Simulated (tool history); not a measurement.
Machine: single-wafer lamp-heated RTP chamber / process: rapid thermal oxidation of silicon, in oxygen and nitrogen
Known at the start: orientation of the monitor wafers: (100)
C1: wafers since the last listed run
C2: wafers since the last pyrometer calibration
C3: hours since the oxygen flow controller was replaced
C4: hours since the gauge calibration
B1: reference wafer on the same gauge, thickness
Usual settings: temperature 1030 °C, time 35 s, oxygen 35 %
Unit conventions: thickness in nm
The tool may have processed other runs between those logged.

Run 1, hour 0: usual settings; C1 0; C2 4135; C3 3695; C4 768; B1 3.581. Result: thickness 4.565 nm.
At hour 36.1: pyrometer window cleaned and pyrometer calibrated.
At hour 54: gauge calibrated.
Run 2, hour 262.1: usual settings; C1 2958; C2 2630; C3 3957.1; C4 208.1; B1 3.58. Result: thickness 4.485 nm.
Run 3, hour 308.8: usual settings but oxygen 54 %; C1 543; C2 3174; C3 4003.8; C4 254.8; B1 3.581. Result: thickness 5.19 nm.
Run 4, hour 351.2: usual settings but oxygen 54 %; C1 493; C2 3668; C3 4046.2; C4 297.2; B1 3.582. Result: thickness 5.222 nm.
Run 5, hour 389.3: usual settings but oxygen 54 %; C1 443; C2 4111; C3 4084.3; C4 335.3; B1 3.58. Result: thickness 5.222 nm.
At hour 444.8: pyrometer window cleaned and pyrometer calibrated.
Run 6, hour 481.8: usual settings; C1 983; C2 430; C3 4176.8; C4 427.8; B1 3.579. Result: thickness 4.458 nm.
Run 7, hour 577.7: usual settings; C1 1116; C2 1547; C3 4272.7; C4 523.7; B1 3.581. Result: thickness 4.49 nm.
At hour 603.1: oxygen flow controller replaced.
Run 8, hour 664.2: usual settings; C1 913; C2 2460; C3 61.1; C4 610.2; B1 3.581. Result: thickness 4.5 nm.
Run 9, hour 757.7: usual settings; C1 1088; C2 3549; C3 154.6; C4 703.7; B1 3.579. Result: thickness 4.525 nm.
At hour 815: pyrometer window cleaned and pyrometer calibrated.
Run 10, hour 852.2: usual settings but temperature 1009 °C, time 40 s; C1 1007; C2 433; C3 249.1; C4 798.2; B1 3.58. Result: thickness 4.129 nm.
At hour 920.6: gauge calibrated.
Run 11, hour 946.5: usual settings but temperature 1046 °C, time 43 s; C1 1097; C2 1530; C3 343.4; C4 25.9; B1 3.579. Result: thickness 5.439 nm.
Run 12, hour 1037.9: usual settings but time 52 s, oxygen 27 %; C1 1064; C2 2595; C3 434.8; C4 117.3; B1 3.582. Result: thickness 4.865 nm.
Run 13, hour 1098: usual settings but temperature 1015 °C, time 51 s, oxygen 17 %; C1 699; C2 3294; C3 494.9; C4 177.4; B1 3.58. Result: thickness 3.85 nm.
Run 14, hour 1194.4: usual settings but oxygen 17 %; C1 1122; C2 4417; C3 591.3; C4 273.8; B1 3.58. Result: thickness 3.679 nm.

5 ways to go on from here, each from the tool as it stands after run 14. What would each give?
Run A, hour 1194.9: usual settings; C1 5; C2 4422; C3 591.8; C4 274.3; B1 ?. Result: thickness ?.
Run B, hour 1194.9: usual settings but temperature 1039 °C, time 27 s, oxygen 17 %; C1 5; C2 4422; C3 591.8; C4 274.3; B1 ?. Result: thickness ?.
Run C, hour 1194.9: usual settings but temperature 1058 °C, oxygen 17 %; C1 5; C2 4422; C3 591.8; C4 274.3; B1 ?. Result: thickness ?.
Run D, hour 1194.9: usual settings but time 41 s; C1 5; C2 4422; C3 591.8; C4 274.3; B1 ?. Result: thickness ?.
Run E, hour 1194.9: usual settings but temperature 1048 °C, time 28 s; C1 5; C2 4422; C3 591.8; C4 274.3; B1 ?. Result: thickness ?.

run     B1  thickness
  A  3.581      4.536
  B  3.581      3.528
  C  3.581        4.3
  D  3.581      4.834
  E  3.581      4.652
Without the tool's hidden state the same runs would have given:
run  thickness
  A      4.446
  B      3.472
  C      4.222
  D      4.737
  E      4.561
